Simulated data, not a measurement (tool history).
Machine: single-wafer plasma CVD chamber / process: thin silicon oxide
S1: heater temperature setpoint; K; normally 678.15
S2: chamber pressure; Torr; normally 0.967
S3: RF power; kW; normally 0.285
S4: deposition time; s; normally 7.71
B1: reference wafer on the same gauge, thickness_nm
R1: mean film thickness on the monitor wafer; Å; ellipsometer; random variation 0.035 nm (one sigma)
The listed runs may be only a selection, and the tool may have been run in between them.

run   hour      S1     S2     S3    S4      B1      R1
  1    0.0  678.15  0.967  0.285  7.71  19.294  164.04
  2    7.4  678.15  0.967  0.285  7.71  19.303  163.76
  3   24.0  678.15  0.967  0.285  7.71  19.298  163.71
  4   40.0  678.15  0.967  0.285  7.71  19.306  163.46
  5   48.7  678.15  0.967  0.285  7.71  19.297  163.68
      66.1  -- capacitance manometer re-zeroed and calibrated
  6   66.6  678.15  0.967  0.285  7.71  19.294  171.94
  7   69.5  678.15  0.967  0.285  7.71  19.300  172.64
  8   86.4  678.15  0.967  0.285  7.71  19.288  171.40
     108.0  -- thermocouple changed; heater temperature recalibrated
  9  108.5  678.15  0.967  0.285  7.71  19.294  172.71
 10  117.2  669.15  0.817  0.240  8.41  19.297  154.91
 11  131.0  668.15  1.124  0.285  7.71  19.297  187.58
     159.4  -- gauge calibrated
 12  161.0  678.15  0.967  0.270  8.95  19.303  194.53
 13  177.2  684.15  0.967  0.285  7.71  19.302  170.95
 14  183.6  687.15  1.114  0.250  7.71  19.300  172.03
 15  191.6  668.15  1.165  0.285  7.71  19.294  190.98
     205.0  -- RF generator calibrated
     211.0  -- showerhead replaced
 16  211.5  678.15  1.208  0.340  7.71  19.293  211.70
 17  218.5  678.15  0.967  0.285  7.71  19.303  171.91
 18  225.4  672.15  0.802  0.285  7.71  19.300  154.05
 19  236.9  678.15  0.967  0.250  8.33  19.304  173.12
 20  249.0  678.15  0.967  0.285  7.71  19.299  172.57
 21  257.2  678.15  0.967  0.285  7.71  19.300  171.97
 22  267.3  683.15  0.967  0.285  7.71  19.298  171.37
 23  277.0  674.15  0.967  0.320  7.71  19.302  182.00
 24  288.6  678.15  0.967  0.285  7.71  19.296  172.30
 25  305.9  678.15  0.844  0.285  7.71  19.293  158.31
 26  318.7  665.15  0.810  0.245  6.46  19.297  120.18
 27  326.6  691.15  0.967  0.285  6.90  19.300  152.93
 28  343.8  678.15  0.967  0.285  7.71  19.304  172.67

5 ways to go on from here, each from the tool as it stands after run 28. What would each give?
  A  344.2  678.15  0.967  0.285  9.21   ?   ?
  B  344.2  678.15  0.768  0.285  7.71   ?   ?
  C  344.2  668.15  1.182  0.285  7.71   ?   ?
  D  344.2  684.15  0.967  0.285  8.28   ?   ?
  E  344.2  692.15  0.967  0.260  7.71   ?   ?

run      B1      R1
  A  19.303  205.46
  B  19.303  148.69
  C  19.303  192.96
  D  19.303  183.94
  E  19.303  162.22
Without the tool's hidden state the same runs would have given:
run      R1
  A  206.97
  B  149.92
  C  194.07
  D  185.29
  E  163.41
